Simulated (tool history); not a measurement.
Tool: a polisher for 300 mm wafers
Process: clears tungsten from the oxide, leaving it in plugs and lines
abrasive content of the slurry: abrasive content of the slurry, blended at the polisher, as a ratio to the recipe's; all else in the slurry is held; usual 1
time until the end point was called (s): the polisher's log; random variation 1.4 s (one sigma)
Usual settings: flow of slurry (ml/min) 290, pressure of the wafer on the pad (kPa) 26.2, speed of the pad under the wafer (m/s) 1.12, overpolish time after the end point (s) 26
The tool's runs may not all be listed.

run	day	flow of slurry (ml/min)	pressure of the wafer on the pad (kPa)	speed of the pad under the wafer (m/s)	abrasive content of the slurry	overpolish time after the end point (s)	wafers since the last listed run	wafers polished on this pad	hours since the slurry nozzle was cleaned	hours since the head pressure was calibrated	hours since the slurry blender was calibrated	hours since the slurry got fresh peroxide	incoming thickness of the incoming film, nm	time until the end point was called (s)
1	0	290	26.2	0.92	1	26	0	446	662.7	0.7	26	69	523.9	109.8
2	0.529	290	26.2	0.92	1	26	92	539	675.4	13.4	38.7	81.7	517.9	108.7
# day 0.858: slurry tank refilled with fresh slurry and peroxide
3	1.154	220	26.2	1.12	1	16	101	641	690.4	28.4	53.7	7.1	527	104.1
4	1.688	220	26.2	1.12	1	16	93	734	703.2	41.2	66.5	19.9	517.4	98.6
5	2.3	220	26.2	1.12	1	16	106	841	717.9	55.9	81.2	34.6	527.8	102
6	2.9	290	20.7	1.12	1	26	104	945	732.3	70.3	95.6	49	513.3	123.5
# day 3.004: slurry nozzle cleaned
7	3.525	290	26.2	1.12	1	26	101	1047	12.5	85.3	110.6	64	524.3	100.6
# day 4.112: slurry tank refilled with fresh slurry and peroxide
8	4.183	290	26.2	1.12	1	26	107	1155	28.3	101.1	126.4	1.7	524.4	104.3
9	4.454	290	26.2	1.12	1	26	47	1202	34.8	107.6	132.9	8.2	520.7	107.4
10	4.762	290	29	1.12	1	32	53	1256	42.2	115	140.3	15.6	514.8	95.6
11	5.125	290	31	1.38	1	31	63	1319	50.9	123.7	149	24.3	523.6	78.4
12	5.475	290	30.3	1.4	1	33	61	1381	59.3	132.1	157.4	32.7	520.3	76.5
# day 5.704: worn pad replaced by a new one
13	5.921	290	26.2	1.12	1.1	26	48	38	70	142.8	168.1	43.4	519.8	91.3
14	6.354	290	26.2	1.12	1	26	75	113	80.4	153.2	178.5	53.8	526.2	94.6
15	6.992	290	26.2	1.26	1	26	111	225	95.7	168.5	193.8	69.1	512.4	89.3
16	7.475	290	21.4	1.12	0.9	26	84	309	107.3	180.1	205.4	80.7	510.2	117.1
# day 7.879: slurry tank refilled with fresh slurry and peroxide
# day 8.062: slurry blender recalibrated
17	8.1	210	33.8	1.12	1	26	87	396	122.3	195.1	0.9	5.3	519.4	75.6
18	8.388	290	26.2	0.9	1	32	50	447	129.2	202	7.8	12.2	511.8	106.3
19	8.996	330	22.1	1.48	1	35	106	553	143.8	216.6	22.4	26.8	515.1	87
20	9.354	195	26.2	1.12	0.8	26	62	615	152.4	225.2	31	35.4	520.8	104.5
21	10.179	290	26.2	1.12	1	26	144	759	172.2	245	50.8	55.2	519	92.9
22	10.6	215	26.2	0.76	1.15	19	73	833	182.3	255.1	60.9	65.3	521.4	126.6
23	10.983	290	26.2	1.26	0.75	26	66	900	191.5	264.3	70.1	74.5	515.8	95.4
24	11.379	250	20	0.86	1	34	69	969	201	273.8	79.6	84	512.4	154.5
# day 11.588: slurry tank refilled with fresh slurry and peroxide
25	11.646	290	26.2	1.12	1	15	39	1008	207.4	280.2	86	1.4	528.2	100.9
26	12.2	290	26.2	1.12	1	26	96	1105	220.7	293.5	99.3	14.7	519.4	101
27	12.55	290	26.2	1.12	0.75	26	61	1166	229.1	301.9	107.7	23.1	511.4	102.6

Some steps in time until the end point was called (s) between neighbouring runs. How much of each would the tool show without its hidden state too (settings, what came in, random variation), and how much is left for the hidden state, with any gauge scatter that isn't in both results?
The hidden state here: removal rate lost through wear of the pad, %; slurry flow missing at the pad, %; deviation of the head's pressure from its setpoint, %; abrasive missing from the slurry, %; peroxide lost from the slurry, %.
Run 16 -> 17: flow of slurry (ml/min) 290 -> 210, pressure of the wafer on the pad (kPa) 21.4 -> 33.8, abrasive content of the slurry 0.9 -> 1, slurry tank refilled with fresh slurry and peroxide, slurry blender recalibrated. time until the end point was called (s) -41.5: hidden state -9.5, all else -32.
Run 23 -> 24: flow of slurry (ml/min) 290 -> 250, pressure of the wafer on the pad (kPa) 26.2 -> 20, speed of the pad under the wafer (m/s) 1.26 -> 0.86, abrasive content of the slurry 0.75 -> 1, overpolish time after the end point (s) 26 -> 34. time until the end point was called (s) +59.1: hidden state +8.4, all else +50.7.
Run 24 -> 25: flow of slurry (ml/min) 250 -> 290, pressure of the wafer on the pad (kPa) 20 -> 26.2, speed of the pad under the wafer (m/s) 0.86 -> 1.12, overpolish time after the end point (s) 34 -> 15, slurry tank refilled with fresh slurry and peroxide. time until the end point was called (s) -53.6: hidden state -6.2, all else -47.4.
